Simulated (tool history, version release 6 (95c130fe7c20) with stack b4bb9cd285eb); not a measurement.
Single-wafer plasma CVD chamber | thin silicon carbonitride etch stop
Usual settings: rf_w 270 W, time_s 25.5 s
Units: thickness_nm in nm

| run | hour | rf_w | time_s | wafers since the last listed run | hours since the last thermocouple change | hours since the last RF generator calibration | hours since the showerhead was replaced | hours since the gauge calibration | read-back reference wafer on the same gauge, thickness_nm | thickness_nm |
|---|---|---|---|---|---|---|---|---|---|---|
| 1 | 0 | 270 | 25.5 | 0 | 697.4 | 987.2 | 6218.9 | 254.4 | 13.399 | 16.369 |
| 2 | 52.8 | 270 | 22.6 | 1421 | 750.2 | 1040 | 6271.7 | 307.2 | 13.4 | 14.532 |
| 3 | 107.7 | 270 | 22.6 | 1477 | 805.1 | 1094.9 | 6326.6 | 362.1 | 13.402 | 14.496 |
| 4 | 163.4 | 270 | 22.6 | 1499 | 860.8 | 1150.6 | 6382.3 | 417.8 | 13.397 | 14.522 |
| 5 | 231.4 | 270 | 25.5 | 1830 | 928.8 | 1218.6 | 6450.3 | 485.8 | 13.403 | 16.403 |
| 6 | 286.8 | 270 | 25.5 | 1491 | 984.2 | 1274 | 6505.7 | 541.2 | 13.399 | 16.358 |
| 7 | 340.4 | 270 | 25.5 | 1442 | 1037.8 | 1327.6 | 6559.3 | 594.8 | 13.397 | 16.347 |
| 8 | 389.6 | 270 | 25.5 | 1324 | 1087 | 1376.8 | 6608.5 | 644 | 13.402 | 16.416 |
| 9 | 415 | 270 | 25.5 | 683 | 1112.4 | 1402.2 | 6633.9 | 669.4 | 13.402 | 16.374 |
| 10 | 469.8 | 255 | 28 | 1474 | 1167.2 | 1457 | 6688.7 | 724.2 | 13.402 | 17.58 |
| 11 | 520.5 | 255 | 28 | 1364 | 1217.9 | 1507.7 | 6739.4 | 774.9 | 13.398 | 17.57 |
| 12 | 561.5 | 295 | 25.5 | 1103 | 1258.9 | 1548.7 | 6780.4 | 815.9 | 13.399 | 16.868 |
| 13 | 615.6 | 280 | 28.1 | 1456 | 1313 | 1602.8 | 6834.5 | 870 | 13.405 | 18.296 |
| 14 | 639.8 | 280 | 28.1 | 651 | 1337.2 | 1627 | 6858.7 | 894.2 | 13.4 | 18.237 |
| 15 | 664 | 280 | 28.1 | 651 | 1361.4 | 1651.2 | 6882.9 | 918.4 | 13.394 | 18.265 |
| 16 | 713 | 270 | 25.5 | 1318 | 1410.4 | 1700.2 | 6931.9 | 967.4 | 13.404 | 16.345 |
| 17 | 780 | 270 | 25.5 | 1803 | 1477.4 | 1767.2 | 6998.9 | 1034.4 | 13.402 | 16.339 |
| 18 | 847.8 | 270 | 25.5 | 1824 | 1545.2 | 1835 | 7066.7 | 1102.2 | 13.399 | 16.351 |
| 19 | 889 | 270 | 25.5 | 1108 | 1586.4 | 1876.2 | 7107.9 | 1143.4 | 13.396 | 16.36 |
|  | 932.1 | showerhead replaced |
| 20 | 936 | 220 | 28.7 | 1049 | 1633.4 | 1923.2 | 3.9 | 1190.4 | 13.404 | 16.979 |
| 21 | 967.8 | 270 | 20.8 | 855 | 1665.2 | 1955 | 35.7 | 1222.2 | 13.399 | 13.356 |
| 22 | 1026.8 | 315 | 29.7 | 1587 | 1724.2 | 2014 | 94.7 | 1281.2 | 13.399 | 20.108 |
| 23 | 1069.9 | 270 | 25.5 | 1160 | 1767.3 | 2057.1 | 137.8 | 1324.3 | 13.399 | 16.312 |
|  | 1090.1 | thermocouple changed; heater temperature recalibrated |
|  | 1140.8 | RF generator calibrated |
| 24 | 1141.3 | 300 | 22.7 | 1491 | 51.2 | 0.5 | 209.2 | 1395.7 | 13.404 | 15.322 |
| 25 | 1168.6 | 270 | 29.6 | 734 | 78.5 | 27.8 | 236.5 | 1423 | 13.404 | 19.2 |
| 26 | 1229.8 | 270 | 25.5 | 1647 | 139.7 | 89 | 297.7 | 1484.2 | 13.398 | 16.506 |
| 27 | 1258.3 | 300 | 30.5 | 767 | 168.2 | 117.5 | 326.2 | 1512.7 | 13.398 | 20.509 |
|  | 1298.6 | gauge calibrated |
| 28 | 1315.8 | 320 | 22 | 1547 | 225.7 | 175 | 383.7 | 17.2 | 13.399 | 15.128 |
| 29 | 1346.8 | 270 | 25.5 | 834 | 256.7 | 206 | 414.7 | 48.2 | 13.397 | 16.442 |
| 30 | 1406.7 | 270 | 25.5 | 1612 | 316.6 | 265.9 | 474.6 | 108.1 | 13.398 | 16.449 |
| 31 | 1444.3 | 310 | 25.5 | 1011 | 354.2 | 303.5 | 512.2 | 145.7 | 13.402 | 17.296 |
| 32 | 1510.3 | 270 | 25.5 | 1776 | 420.2 | 369.5 | 578.2 | 211.7 | 13.4 | 16.443 |
| 33 | 1552.9 | 270 | 25.5 | 1146 | 462.8 | 412.1 | 620.8 | 254.3 | 13.4 | 16.447 |
| 34 | 1583 | 290 | 25.5 | 810 | 492.9 | 442.2 | 650.9 | 284.4 | 13.403 | 16.838 |
| 35 | 1773.8 | 270 | 21.9 | 5135 | 683.7 | 633 | 841.7 | 475.2 | 13.4 | 14.046 |
| 36 | 1837.7 | 270 | 28.8 | 1719 | 747.6 | 696.9 | 905.6 | 539.1 | 13.402 | 18.5 |

Hidden state at the last listed run before each entry between runs and at the first one after, where it differs:
Between runs 19 and 20: showerhead replaced (hour 932.1)
  delivered RF power above the setpoint (%): -3.8 -> -3.82
  measured less the result without the state, thickness_nm: -0.243 -> -0.253 nm
Between runs 23 and 24: thermocouple changed; heater temperature recalibrated (hour 1090.1); RF generator calibrated (hour 1140.8)
  delivered RF power above the setpoint (%): -3.85 -> -0.797
  measured less the result without the state, thickness_nm: -0.246 -> -0.046 nm
Between runs 27 and 28: gauge calibrated (hour 1298.6)
  delivered RF power above the setpoint (%): -1.46 -> -1.75
  measured less the result without the state, thickness_nm: -0.115 -> -0.101 nm
